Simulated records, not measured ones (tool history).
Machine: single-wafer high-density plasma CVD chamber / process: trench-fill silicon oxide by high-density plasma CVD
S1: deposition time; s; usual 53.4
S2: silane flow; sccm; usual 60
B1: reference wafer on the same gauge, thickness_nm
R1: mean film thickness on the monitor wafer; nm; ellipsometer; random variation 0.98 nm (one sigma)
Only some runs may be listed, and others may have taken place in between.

run    hour    S1  S2       B1       R1
  1       0  53.4  60  347.345  299.218
  2    97.8  53.4  60  346.922  295.118
  3   153.3  53.4  60   346.53  296.142
  4   240.7  53.4  60  347.717  295.202
  5   330.9  53.4  60  346.927  293.462
  6   368.9  53.4  60  347.003  294.271
  7   470.7  53.4  60  346.636  294.899
  8   546.7  53.4  60  346.929  295.457
  9     636  61.8  60  346.716  339.778
 10   709.7  61.8  60  346.885  339.555
 11   748.3  61.8  60  347.321  340.331
 12     829  53.4  67  346.698  328.136
 13   918.3  53.4  67  346.926  327.351
 14   994.9  56.2  52  346.438  267.532
 15  1094.4  63.6  64  347.402   370.89
 16  1172.9  53.4  60   347.47  291.865
 17  1254.9  62.4  51  347.148  290.513
 18    1341  44.2  64  346.582   257.06
 19  1420.9  62.1  68  347.007  380.311
 20  1463.3  53.4  60  347.187   291.08
     1503.2  -- silane flow controller replaced
 21  1533.9  53.4  60  347.384  304.095
     1560.7  -- gauge calibrated
 22  1620.3  53.4  60  346.653  303.878
 23  1707.2  44.8  67  346.825  285.211
 24  1809.4  43.9  54  347.076  223.442
 25  1889.9  53.4  60  346.969  302.827
 26  1929.7  57.1  60  346.986   322.12
 27  2024.4  53.4  60  346.666  302.325

Below are 5 alternative next runs, each starting from the tool's condition after run 27. Predict each:
  A  2024.8  53.4  60   ?   ?
  B  2024.8  49.4  50   ?   ?
  C  2024.8  53.4  55   ?   ?
  D  2024.8  53.4  49   ?   ?
  E  2024.8  61.9  65   ?   ?

run       B1       R1
  A  347.431   302.27
  B  347.431  233.024
  C  347.431  277.081
  D  347.431  246.854
  E  347.431  379.583
The same runs, with their run-to-run variation unchanged, on a tool lacking any hidden condition would have given:
run       R1
  A  307.035
  B  236.697
  C  281.449
  D  250.746
  E  385.567

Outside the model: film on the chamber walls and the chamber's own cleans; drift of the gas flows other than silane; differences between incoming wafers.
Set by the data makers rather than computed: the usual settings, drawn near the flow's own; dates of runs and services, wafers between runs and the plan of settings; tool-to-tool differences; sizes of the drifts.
